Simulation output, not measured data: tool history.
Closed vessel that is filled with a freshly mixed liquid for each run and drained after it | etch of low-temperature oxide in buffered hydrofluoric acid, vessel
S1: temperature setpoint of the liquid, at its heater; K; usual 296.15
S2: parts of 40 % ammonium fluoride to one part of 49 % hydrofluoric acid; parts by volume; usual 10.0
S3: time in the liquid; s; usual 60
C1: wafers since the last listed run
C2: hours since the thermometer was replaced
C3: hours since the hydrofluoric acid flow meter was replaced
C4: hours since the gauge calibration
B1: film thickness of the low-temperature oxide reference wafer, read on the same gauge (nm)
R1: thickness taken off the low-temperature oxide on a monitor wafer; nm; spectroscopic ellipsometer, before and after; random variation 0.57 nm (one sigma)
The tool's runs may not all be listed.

run 1 hour=0.0 | S1=296.15 S2=10.0 S3=60 | C1=0 C2=1341.4 C3=1297.4 C4=86.5 | B1=139.99 | R1=107.62
run 2 hour=27.4 | S1=296.15 S2=10.0 S3=60 | C1=1726 C2=1368.8 C3=1324.8 C4=113.9 | B1=140.00 | R1=108.15
run 3 hour=43.2 | S1=296.15 S2=10.0 S3=60 | C1=995 C2=1384.6 C3=1340.6 C4=129.7 | B1=140.01 | R1=107.81
run 4 hour=95.0 | S1=296.15 S2=10.0 S3=60 | C1=3263 C2=1436.4 C3=1392.4 C4=181.5 | B1=139.99 | R1=106.61
run 5 hour=128.7 | S1=296.15 S2=10.0 S3=60 | C1=2122 C2=1470.1 C3=1426.1 C4=215.2 | B1=139.99 | R1=106.70
run 6 hour=161.5 | S1=296.15 S2=10.0 S3=60 | C1=2066 C2=1502.9 C3=1458.9 C4=248.0 | B1=139.98 | R1=106.89
-- hour=169.3 thermometer replaced
run 7 hour=174.6 | S1=296.15 S2=11.5 S3=35 | C1=762 C2=5.3 C3=1472.0 C4=261.1 | B1=139.99 | R1=61.90
-- hour=178.8 gauge calibrated
run 8 hour=208.1 | S1=299.65 S2=10.0 S3=40 | C1=2110 C2=38.8 C3=1505.5 C4=29.3 | B1=139.99 | R1=97.50
run 9 hour=238.7 | S1=299.65 S2=10.0 S3=40 | C1=1927 C2=69.4 C3=1536.1 C4=59.9 | B1=140.01 | R1=97.28
run 10 hour=258.6 | S1=296.15 S2=10.0 S3=60 | C1=1253 C2=89.3 C3=1556.0 C4=79.8 | B1=140.00 | R1=120.88
-- hour=274.9 hydrofluoric acid flow meter replaced
run 11 hour=284.0 | S1=296.15 S2=10.0 S3=60 | C1=1537 C2=114.7 C3=9.1 C4=105.2 | B1=139.99 | R1=121.57
run 12 hour=302.2 | S1=296.15 S2=10.0 S3=90 | C1=1146 C2=132.9 C3=27.3 C4=123.4 | B1=140.01 | R1=179.96

The next listed run, before its measurement:
run 13 hour=332.5 | S1=299.65 S2=10.0 S3=40 | C1=1908 C2=163.2 C3=57.6 C4=153.7 | B1=? | R1=?

Run 13 gave B1 139.99, R1 96.82 nm.
Without the tool's hidden state the same run would have given R1 98.55 nm.
